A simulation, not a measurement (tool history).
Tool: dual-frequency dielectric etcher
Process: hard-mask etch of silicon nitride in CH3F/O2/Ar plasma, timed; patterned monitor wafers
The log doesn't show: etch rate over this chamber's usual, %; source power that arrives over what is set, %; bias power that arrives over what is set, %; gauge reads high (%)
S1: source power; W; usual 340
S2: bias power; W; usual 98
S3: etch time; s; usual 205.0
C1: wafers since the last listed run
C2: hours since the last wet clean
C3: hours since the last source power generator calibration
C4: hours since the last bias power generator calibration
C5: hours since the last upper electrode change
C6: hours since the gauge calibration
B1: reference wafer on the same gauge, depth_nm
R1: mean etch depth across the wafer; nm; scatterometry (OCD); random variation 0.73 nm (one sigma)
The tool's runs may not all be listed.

| run | day | S1 | S2 | S3 | C1 | C2 | C3 | C4 | C5 | C6 | B1 | R1 |
|---|---|---|---|---|---|---|---|---|---|---|---|---|
| 1 | 0.000 | 340 | 98 | 205.0 | 0 | 0.5 | 4393.1 | 2109.8 | 3706.3 | 1248.8 | 105.9 | 118.7 |
| 2 | 1.692 | 340 | 98 | 174.5 | 362 | 41.1 | 4433.7 | 2150.4 | 3746.9 | 1289.4 | 106.2 | 100.8 |
| 3 | 3.017 | 340 | 98 | 174.5 | 284 | 72.9 | 4465.5 | 2182.2 | 3778.7 | 1321.2 | 106.0 | 100.5 |
| 4 | 4.642 | 340 | 98 | 174.5 | 348 | 111.9 | 4504.5 | 2221.2 | 3817.7 | 1360.2 | 105.9 | 100.4 |
| 5 | 7.542 | 340 | 98 | 205.0 | 621 | 181.5 | 4574.1 | 2290.8 | 3887.3 | 1429.8 | 106.0 | 118.4 |
| 6 | 9.133 | 340 | 98 | 205.0 | 341 | 219.7 | 4612.3 | 2329.0 | 3925.5 | 1468.0 | 106.1 | 117.4 |
| 7 | 11.429 | 340 | 98 | 205.0 | 492 | 274.8 | 4667.4 | 2384.1 | 3980.6 | 1523.1 | 106.0 | 118.0 |
| 8 | 12.779 | 340 | 98 | 205.0 | 289 | 307.2 | 4699.8 | 2416.5 | 4013.0 | 1555.5 | 105.8 | 115.7 |
| 9 | 14.588 | 340 | 98 | 205.0 | 387 | 350.6 | 4743.2 | 2459.9 | 4056.4 | 1598.9 | 106.0 | 117.2 |
|  | 15.954 | wet clean of the chamber, repeated, since the last time left the tool worse |
| 10 | 15.975 | 340 | 98 | 205.0 | 83 | 0.5 | 4776.5 | 2493.2 | 4089.7 | 1632.2 | 106.0 | 123.7 |
|  | 17.033 | bias power generator calibrated |
| 11 | 17.367 | 270 | 120 | 145.5 | 262 | 33.9 | 4809.9 | 8.0 | 4123.1 | 1665.6 | 106.1 | 81.9 |
|  | 17.538 | gauge calibrated |
|  | 19.267 | source power generator calibrated |
| 12 | 19.596 | 390 | 85 | 239.0 | 442 | 87.4 | 7.9 | 61.5 | 4176.6 | 49.4 | 106.3 | 151.1 |
| 13 | 21.008 | 280 | 98 | 235.5 | 302 | 121.3 | 41.8 | 95.4 | 4210.5 | 83.3 | 106.0 | 127.5 |
| 14 | 23.958 | 340 | 98 | 205.0 | 632 | 192.1 | 112.6 | 166.2 | 4281.3 | 154.1 | 106.1 | 123.4 |
| 15 | 25.867 | 340 | 98 | 205.0 | 409 | 237.9 | 158.4 | 212.0 | 4327.1 | 199.9 | 106.2 | 122.7 |
| 16 | 28.083 | 370 | 85 | 258.0 | 475 | 291.1 | 211.6 | 265.2 | 4380.3 | 253.1 | 106.1 | 156.3 |
| 17 | 29.967 | 340 | 98 | 205.0 | 403 | 336.3 | 256.8 | 310.4 | 4425.5 | 298.3 | 106.2 | 122.3 |
| 18 | 31.167 | 340 | 98 | 205.0 | 257 | 365.1 | 285.6 | 339.2 | 4454.3 | 327.1 | 106.2 | 122.7 |
| 19 | 32.879 | 340 | 98 | 153.0 | 367 | 406.2 | 326.7 | 380.3 | 4495.4 | 368.2 | 105.9 | 90.7 |
|  | 34.433 | wet clean of the chamber |
| 20 | 34.792 | 340 | 98 | 205.0 | 195 | 8.6 | 372.6 | 426.2 | 4541.3 | 414.1 | 105.9 | 125.0 |
| 21 | 37.225 | 390 | 98 | 182.5 | 521 | 67.0 | 431.0 | 484.6 | 4599.7 | 472.5 | 106.1 | 118.8 |
| 22 | 39.000 | 410 | 98 | 205.0 | 380 | 109.6 | 473.6 | 527.2 | 4642.3 | 515.1 | 106.2 | 136.5 |
|  | 40.412 | upper electrode replaced |
| 23 | 41.958 | 340 | 98 | 205.0 | 419 | 180.6 | 544.6 | 598.2 | 37.1 | 586.1 | 106.0 | 123.3 |
| 24 | 44.946 | 390 | 113 | 233.5 | 640 | 252.3 | 616.3 | 669.9 | 108.8 | 657.8 | 106.0 | 155.8 |
| 25 | 47.679 | 340 | 98 | 205.0 | 586 | 317.9 | 681.9 | 735.5 | 174.4 | 723.4 | 105.7 | 122.2 |

Run 26 comes next. What will it give?
|  | 49.383 | wet clean of the chamber |
| 26 | 49.983 | 340 | 98 | 235.0 | 279 | 14.4 | 737.2 | 790.8 | 229.7 | 778.7 | ? | ? |

Run 26 gave B1 105.8, R1 142.8 nm.
Without the tool's hidden state the same run would have given R1 143.3 nm.
